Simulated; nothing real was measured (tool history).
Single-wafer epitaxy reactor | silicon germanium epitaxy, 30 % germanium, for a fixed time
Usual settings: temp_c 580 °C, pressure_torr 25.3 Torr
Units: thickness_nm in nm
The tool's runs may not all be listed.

run	hour	temp_c	pressure_torr	wafers since the last listed run	hours since the last pyrometer calibration	hours since the last manometer calibration	hours since the showerhead was replaced	hours since the gauge calibration	read-back reference wafer on the same gauge, thickness_nm	thickness_nm
1	0	580	25.3	0	1384.7	2696.2	5910.2	433.5	41.846	41.47
2	63.7	580	25.3	892	1448.4	2759.9	5973.9	497.2	41.647	41.417
3	102.5	580	25.3	543	1487.2	2798.7	6012.7	536	41.666	41.318
4	131	580	25.3	399	1515.7	2827.2	6041.2	564.5	41.636	41.187
5	200.7	580	25.3	976	1585.4	2896.9	6110.9	634.2	41.546	40.772
6	268.7	580	21.8	952	1653.4	2964.9	6178.9	702.2	41.422	39.229
7	335.5	573	25.3	935	1720.2	3031.7	6245.7	769	41.22	34.954
# hour 502.7: capacitance manometer re-zeroed and calibrated
8	526.7	580	25.3	2565	1911.4	24	6436.9	960.2	40.961	40.606
9	582.5	580	25.3	781	1967.2	79.8	6492.7	1016	40.943	40.368
10	608.6	590	29.6	365	1993.3	105.9	6518.8	1042.1	40.921	53.219
11	648.7	580	31.4	561	2033.4	146	6558.9	1082.2	40.82	43.715
# hour 661.7: gauge calibrated
12	695.4	566	28.2	653	2080.1	192.7	6605.6	33.7	42.75	32.197
13	733.6	580	25.3	534	2118.3	230.9	6643.8	71.9	42.738	42.495
# hour 747.4: pyrometer calibrated
# hour 759.2: showerhead replaced
14	793.8	580	25.3	618	46.4	291.1	34.6	132.1	42.607	42.105
15	856.3	570	25.3	875	108.9	353.6	97.1	194.6	42.466	33.813
16	928	591	30.3	1004	180.6	425.3	168.8	266.3	42.283	56.477
17	987	570	28.5	826	239.6	484.3	227.8	325.3	42.348	34.723

Forecast each of these 4 alternatives for the next run:
A	987.4	587	25.3	5	240	484.7	228.2	325.7	?	?
B	987.4	567	30.2	5	240	484.7	228.2	325.7	?	?
C	987.4	588	28.5	5	240	484.7	228.2	325.7	?	?
D	987.4	592	20.8	5	240	484.7	228.2	325.7	?	?

run	read-back reference wafer on the same gauge, thickness_nm	thickness_nm
A	42.21	49.075
B	42.21	33.56
C	42.21	52.184
D	42.21	51.192
Without the tool's hidden state the same runs would have given:
run	thickness_nm
A	49.583
B	33.907
C	52.724
D	51.722
